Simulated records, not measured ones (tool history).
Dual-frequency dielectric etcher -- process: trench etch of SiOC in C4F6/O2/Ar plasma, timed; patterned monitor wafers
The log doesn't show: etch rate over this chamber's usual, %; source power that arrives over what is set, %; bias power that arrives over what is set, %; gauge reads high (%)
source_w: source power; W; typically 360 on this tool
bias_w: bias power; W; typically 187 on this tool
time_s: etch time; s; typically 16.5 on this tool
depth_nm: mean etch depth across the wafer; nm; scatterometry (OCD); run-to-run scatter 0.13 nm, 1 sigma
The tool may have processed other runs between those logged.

| run | day | source_w | bias_w | time_s | wafers since the last listed run | hours since the last wet clean | hours since the last source power generator calibration | hours since the last bias power generator calibration | hours since the last upper electrode change | hours since the gauge calibration | read-back reference wafer on the same gauge, depth_nm | depth_nm |
|---|---|---|---|---|---|---|---|---|---|---|---|---|
| 1 | 0 | 360 | 187 | 14.5 | 0 | 295.3 | 1335.6 | 2122.6 | 4859.5 | 322.5 | 29.9 | 24.48 |
| 2 | 2.742 | 360 | 187 | 14.5 | 1032 | 361.1 | 1401.4 | 2188.4 | 4925.3 | 388.3 | 29.9 | 24.21 |
| 3 | 5.358 | 360 | 187 | 14.5 | 985 | 423.9 | 1464.2 | 2251.2 | 4988.1 | 451.1 | 29.91 | 24 |
|  | 8.792 | wet clean of the chamber |
| 4 | 8.812 | 360 | 219 | 16.5 | 924 | 0.5 | 1547.1 | 2334.1 | 5071 | 534 | 29.88 | 30.13 |
| 5 | 9.688 | 360 | 187 | 16.5 | 329 | 21.5 | 1568.1 | 2355.1 | 5092 | 555 | 29.9 | 28.4 |
| 6 | 11.504 | 360 | 187 | 16.5 | 684 | 65.1 | 1611.7 | 2398.7 | 5135.6 | 598.6 | 29.89 | 28.24 |
| 7 | 12.633 | 300 | 220 | 16.5 | 425 | 92.2 | 1638.8 | 2425.8 | 5162.7 | 625.7 | 29.92 | 27.86 |
|  | 13.196 | gauge calibrated |
|  | 16.175 | upper electrode replaced |
| 8 | 16.196 | 300 | 220 | 16.5 | 964 | 177.7 | 1724.3 | 2511.3 | 0.5 | 72 | 29.9 | 27.27 |
| 9 | 17.604 | 300 | 220 | 16.5 | 530 | 211.5 | 1758.1 | 2545.1 | 34.3 | 105.8 | 29.9 | 27.38 |
|  | 19.929 | source power generator calibrated |
| 10 | 20.458 | 360 | 174 | 16.5 | 1011 | 280 | 12.7 | 2613.6 | 102.8 | 174.3 | 29.88 | 26.74 |
| 11 | 21.733 | 440 | 187 | 16.5 | 480 | 310.6 | 43.3 | 2644.2 | 133.4 | 204.9 | 29.9 | 29.8 |
| 12 | 24.671 | 360 | 187 | 16.5 | 1106 | 381.1 | 113.8 | 2714.7 | 203.9 | 275.4 | 29.88 | 27.26 |
| 13 | 27.162 | 360 | 187 | 15 | 938 | 440.9 | 173.6 | 2774.5 | 263.7 | 335.2 | 29.91 | 24.72 |
| 14 | 29.421 | 360 | 152 | 16.5 | 850 | 495.1 | 227.8 | 2828.7 | 317.9 | 389.4 | 29.89 | 24.95 |
|  | 31.325 | wet clean of the chamber |
| 15 | 31.575 | 300 | 213 | 12.5 | 434 | 6 | 279.5 | 2880.4 | 369.6 | 441.1 | 29.89 | 20.9 |
|  | 32.3 | bias power generator calibrated |
| 16 | 32.775 | 420 | 208 | 19.5 | 389 | 34.8 | 308.3 | 11.4 | 398.4 | 469.9 | 29.89 | 37.03 |

Expected results for the next run?
| 17 | 35.204 | 310 | 187 | 12 | 914 | 93.1 | 366.6 | 69.7 | 456.7 | 528.2 | ? | ? |

Run 17 gave read-back reference wafer on the same gauge, depth_nm 29.9, depth_nm 19.2 nm.
Had the tool carried no hidden state, the very same run would have given depth_nm 19.62 nm.

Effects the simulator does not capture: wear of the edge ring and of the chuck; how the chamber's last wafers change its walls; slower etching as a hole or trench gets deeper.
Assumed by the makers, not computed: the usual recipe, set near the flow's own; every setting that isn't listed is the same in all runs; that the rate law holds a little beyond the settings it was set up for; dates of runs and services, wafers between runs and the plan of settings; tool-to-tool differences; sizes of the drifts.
